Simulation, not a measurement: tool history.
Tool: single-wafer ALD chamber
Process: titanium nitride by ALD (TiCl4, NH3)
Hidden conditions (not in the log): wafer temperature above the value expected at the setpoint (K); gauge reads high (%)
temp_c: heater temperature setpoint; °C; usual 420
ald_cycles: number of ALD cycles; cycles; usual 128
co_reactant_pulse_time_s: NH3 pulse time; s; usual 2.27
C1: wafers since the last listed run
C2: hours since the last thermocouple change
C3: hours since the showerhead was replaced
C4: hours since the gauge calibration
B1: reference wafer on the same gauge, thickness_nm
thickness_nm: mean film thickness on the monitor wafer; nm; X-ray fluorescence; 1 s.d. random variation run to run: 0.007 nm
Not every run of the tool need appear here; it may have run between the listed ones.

Run 1, hour 0.0: usual settings; C1 0; C2 1145.9; C3 6324.6; C4 332.2; B1 2.599. Result: thickness_nm 2.817 nm.
Run 2, hour 14.1: usual settings; C1 17; C2 1160.0; C3 6338.7; C4 346.3; B1 2.599. Result: thickness_nm 2.794 nm.
Run 3, hour 34.0: usual settings but ald_cycles 141 cycles; C1 24; C2 1179.9; C3 6358.6; C4 366.2; B1 2.599. Result: thickness_nm 3.083 nm.
Run 4, hour 49.7: usual settings; C1 19; C2 1195.6; C3 6374.3; C4 381.9; B1 2.599. Result: thickness_nm 2.803 nm.
Run 5, hour 61.9: usual settings; C1 14; C2 1207.8; C3 6386.5; C4 394.1; B1 2.601. Result: thickness_nm 2.809 nm.
Run 6, hour 75.5: usual settings but temp_c 408 °C; C1 16; C2 1221.4; C3 6400.1; C4 407.7; B1 2.600. Result: thickness_nm 2.803 nm.
Run 7, hour 100.3: usual settings but temp_c 408 °C; C1 30; C2 1246.2; C3 6424.9; C4 432.5; B1 2.600. Result: thickness_nm 2.800 nm.
Run 8, hour 128.8: usual settings but temp_c 408 °C; C1 35; C2 1274.7; C3 6453.4; C4 461.0; B1 2.599. Result: thickness_nm 2.793 nm.
Run 9, hour 149.5: usual settings but temp_c 410 °C; C1 25; C2 1295.4; C3 6474.1; C4 481.7; B1 2.599. Result: thickness_nm 2.809 nm.
Run 10, hour 183.9: usual settings but temp_c 410 °C; C1 42; C2 1329.8; C3 6508.5; C4 516.1; B1 2.600. Result: thickness_nm 2.793 nm.
Run 11, hour 200.3: usual settings; C1 20; C2 1346.2; C3 6524.9; C4 532.5; B1 2.599. Result: thickness_nm 2.799 nm.
Run 12, hour 230.2: usual settings; C1 36; C2 1376.1; C3 6554.8; C4 562.4; B1 2.599. Result: thickness_nm 2.809 nm.
At hour 243.4: showerhead replaced.
Run 13, hour 252.3: usual settings; C1 17; C2 1398.2; C3 8.9; C4 584.5; B1 2.600. Result: thickness_nm 2.812 nm.
Run 14, hour 283.8: usual settings but temp_c 430 °C, ald_cycles 138 cycles; C1 38; C2 1429.7; C3 40.4; C4 616.0; B1 2.601. Result: thickness_nm 3.025 nm.
Run 15, hour 318.1: usual settings but co_reactant_pulse_time_s 2.68 s; C1 42; C2 1464.0; C3 74.7; C4 650.3; B1 2.599. Result: thickness_nm 2.812 nm.
Run 16, hour 343.0: usual settings but temp_c 405 °C, ald_cycles 152 cycles; C1 30; C2 1488.9; C3 99.6; C4 675.2; B1 2.602. Result: thickness_nm 3.312 nm.
Run 17, hour 369.8: usual settings but co_reactant_pulse_time_s 1.62 s; C1 32; C2 1515.7; C3 126.4; C4 702.0; B1 2.600. Result: thickness_nm 2.775 nm.
At hour 408.3: thermocouple changed; heater temperature recalibrated.
Run 18, hour 408.8: usual settings but temp_c 413 °C, ald_cycles 135 cycles, co_reactant_pulse_time_s 1.73 s; C1 38; C2 0.5; C3 165.4; C4 741.0; B1 2.601. Result: thickness_nm 2.935 nm.
At hour 411.7: gauge calibrated.
Run 19, hour 416.0: usual settings; C1 8; C2 7.7; C3 172.6; C4 4.3; B1 2.601. Result: thickness_nm 2.807 nm.
Run 20, hour 431.4: usual settings but temp_c 406 °C, co_reactant_pulse_time_s 1.91 s; C1 18; C2 23.1; C3 188.0; C4 19.7; B1 2.601. Result: thickness_nm 2.771 nm.
Run 21, hour 465.7: usual settings but temp_c 426 °C; C1 42; C2 57.4; C3 222.3; C4 54.0; B1 2.600. Result: thickness_nm 2.800 nm.
Run 22, hour 495.5: usual settings but temp_c 413 °C; C1 36; C2 87.2; C3 252.1; C4 83.8; B1 2.600. Result: thickness_nm 2.799 nm.
Run 23, hour 528.6: usual settings but ald_cycles 106 cycles, co_reactant_pulse_time_s 2.97 s; C1 40; C2 120.3; C3 285.2; C4 116.9; B1 2.600. Result: thickness_nm 2.330 nm.
Run 24, hour 542.7: usual settings but ald_cycles 136 cycles, co_reactant_pulse_time_s 1.88 s; C1 17; C2 134.4; C3 299.3; C4 131.0; B1 2.598. Result: thickness_nm 2.968 nm.
Run 25, hour 559.1: usual settings; C1 20; C2 150.8; C3 315.7; C4 147.4; B1 2.599. Result: thickness_nm 2.799 nm.
Run 26, hour 577.7: usual settings; C1 22; C2 169.4; C3 334.3; C4 166.0; B1 2.599. Result: thickness_nm 2.806 nm.
Run 27, hour 609.4: usual settings but ald_cycles 148 cycles; C1 38; C2 201.1; C3 366.0; C4 197.7; B1 2.600. Result: thickness_nm 3.236 nm.

The tool's hidden state at each run:
wafer temperature above the value expected at the setpoint (K): 0 across all the runs
gauge reads high (%): 0 across all the runs
